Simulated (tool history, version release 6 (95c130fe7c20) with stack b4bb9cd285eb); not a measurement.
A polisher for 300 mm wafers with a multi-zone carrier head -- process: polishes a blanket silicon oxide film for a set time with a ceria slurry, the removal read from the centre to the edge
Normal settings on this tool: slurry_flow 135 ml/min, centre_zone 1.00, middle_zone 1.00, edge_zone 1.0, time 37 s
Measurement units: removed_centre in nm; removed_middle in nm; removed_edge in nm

run	day	slurry_flow	centre_zone	middle_zone	edge_zone	time	wafers since the last listed run	wafers polished on this pad	hours since the slurry nozzle was cleaned	hours since the centre zone pressure was calibrated	hours since the edge zone pressure was calibrated	hours since the carrier head's membrane was replaced	incoming thickness of the incoming film, nm	removed_centre	removed_middle	removed_edge
1	0.000	135	1.00	1.08	1.0	37	0	987	454.4	455.5	1286.4	677.2	952.7	203.9	218.3	210.3
2	0.996	135	1.00	1.00	1.0	37	217	1205	478.3	479.4	1310.3	701.1	956.2	207.4	202.6	211.6
3	2.029	135	1.00	1.00	1.0	37	225	1431	503.1	504.2	1335.1	725.9	940.9	203.4	204.9	211.3
# day 2.362: worn pad replaced by a new one
# day 4.004: edge zone pressure recalibrated
4	6.021	135	1.00	1.00	1.0	37	818	782	598.9	600.0	48.4	821.7	954.6	196.7	203.3	210.5
5	7.204	135	1.00	1.00	1.0	28	258	1040	627.3	628.4	76.8	850.1	945.2	153.1	153.4	158.1
# day 7.988: centre zone pressure recalibrated
6	8.529	135	1.00	1.00	1.0	37	271	1312	659.1	13.0	108.6	881.9	939.6	198.4	201.0	209.0
7	9.383	135	1.00	1.05	1.0	37	186	1499	679.6	33.5	129.1	902.4	945.9	196.3	210.8	207.9
# day 9.571: worn pad replaced by a new one
8	9.912	135	1.00	1.00	1.0	46	79	74	692.3	46.2	141.8	915.1	949.6	245.7	248.7	257.6
9	10.779	135	1.00	1.00	1.0	37	189	264	713.1	67.0	162.6	935.9	961.5	201.4	202.4	210.1
10	11.762	135	1.00	1.00	1.0	37	215	479	736.7	90.6	186.2	959.5	958.0	197.6	196.9	207.7
11	12.300	115	1.00	1.00	1.0	32	117	596	749.6	103.5	199.1	972.4	954.3	160.8	165.1	172.0
# day 13.112: slurry nozzle cleaned
12	13.317	135	0.89	1.00	1.0	37	213	810	4.9	127.9	223.5	996.8	962.6	189.8	217.4	215.1

For run 13, what comes out?
# day 14.683: carrier head's membrane replaced by a new one
13	14.804	170	1.00	1.00	1.1	37	279	1089	40.6	163.6	259.2	2.9	969.4	?	?	?

Run 13 came out at removed_centre 225.8 nm, removed_middle 222.6 nm, removed_edge 233.4 nm.
With the hidden condition absent and the run-to-run variation left alone, this run would have shown removed_centre 226.4 nm, removed_middle 223.2 nm, removed_edge 233.8 nm.
